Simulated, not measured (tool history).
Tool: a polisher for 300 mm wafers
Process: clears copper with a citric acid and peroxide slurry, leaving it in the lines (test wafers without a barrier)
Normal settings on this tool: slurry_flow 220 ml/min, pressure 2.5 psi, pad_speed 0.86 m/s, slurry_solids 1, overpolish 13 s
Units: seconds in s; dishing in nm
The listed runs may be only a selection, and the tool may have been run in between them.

run     day  slurry_flow  pressure  pad_speed  slurry_solids  overpolish  wafers since the last listed run  wafers polished on this pad  hours since the slurry nozzle was cleaned  hours since the head pressure was calibrated  hours since the slurry blender was calibrated  incoming thickness of the incoming film, nm  seconds  dishing
  1       0          220       2.5       0.86           0.85          13                                 0                          681                                      201.1                                         602.7                                             92                                        110.3     70.8     14.5
      1.108  -- slurry nozzle cleaned
  2   1.129          220       2.5       0.86           0.85          13                               320                         1002                                        0.5                                         629.8                                          119.1                                        111.2     71.5     14.5
  3   1.742          220       2.5       0.86           0.85          13                               180                         1183                                       15.2                                         644.5                                          133.8                                        107.9     70.4     14.2
  4   2.608          220       2.5       0.86              1          13                               255                         1439                                         36                                         665.3                                          154.6                                        110.7     70.7       15
      3.412  -- worn pad replaced by a new one
      3.604  -- slurry blender recalibrated
  5   4.358          220       2.3       0.86              1          13                               442                          255                                         78                                         707.3                                           18.1                                          109     77.9     13.1
  6    5.65          220       2.3       0.86              1          13                               381                          636                                        109                                         738.3                                           49.1                                        110.5     80.1     13.2
  7   6.746          220       2.3       0.86              1          13                               323                          959                                      135.3                                         764.6                                           75.4                                        108.2     78.3     12.9
  8   8.158          220       2.5       0.86              1          13                               416                         1376                                      169.2                                         798.5                                          109.3                                        109.9     76.1     13.5
  9     9.1          220       2.5       0.86              1          13                               277                         1654                                      191.8                                         821.1                                          131.9                                        109.9     76.8     14.1
      9.979  -- worn pad replaced by a new one, repeated, since the last time left the tool worse
 10      10          220       2.5       0.86              1          13                               216                            6                                      213.4                                         842.7                                          153.5                                        109.3     65.2     15.4
       10.2  -- slurry blender recalibrated
 11  10.846          220       2.5       0.86              1          13                               224                          231                                      233.7                                           863                                           15.5                                        107.8     64.2     15.6
 12  11.575          220       2.5       0.86              1          13                               215                          446                                      251.2                                         880.5                                             33                                        108.2     65.1     15.1
 13  12.538          220       2.5       0.86              1          13                               284                          730                                      274.3                                         903.6                                           56.1                                        107.9     65.6     15.9
     12.721  -- slurry nozzle cleaned
 14  13.575          220       2.5       1.06            0.9           8                               293                         1024                                       20.5                                         928.5                                             81                                        110.3     56.4     11.4
 15  14.975          220       2.2       0.86              1          13                               413                         1437                                       54.1                                         962.1                                          114.6                                        108.5     75.5     13.9
     15.662  -- worn pad replaced by a new one
 16  16.417          220       2.5       0.86              1          13                               376                          223                                       88.7                                         996.7                                          149.2                                        111.2     65.9     15.6
 17  16.975          185       2.5       0.96              1          17                               164                          387                                      102.1                                        1010.1                                          162.6                                        109.7     61.2     21.4
 18  17.608          195       2.5       0.62            0.9          13                               186                          574                                      117.3                                        1025.3                                          177.8                                        109.2     94.5       11

Run 19 has not been measured yet. What should we expect?
     17.938  -- slurry blender recalibrated
 19  18.896          220       3.3        0.7           0.85          13                               355                          930                                      148.2                                        1056.2                                             23                                        110.6        ?        ?

Run 19 came out at seconds 65.3 s, dishing 15.8 nm.
Were there no unlogged condition in the tool, this run, its random variation unchanged, would have produced seconds 63.2 s, dishing 16.4 nm.
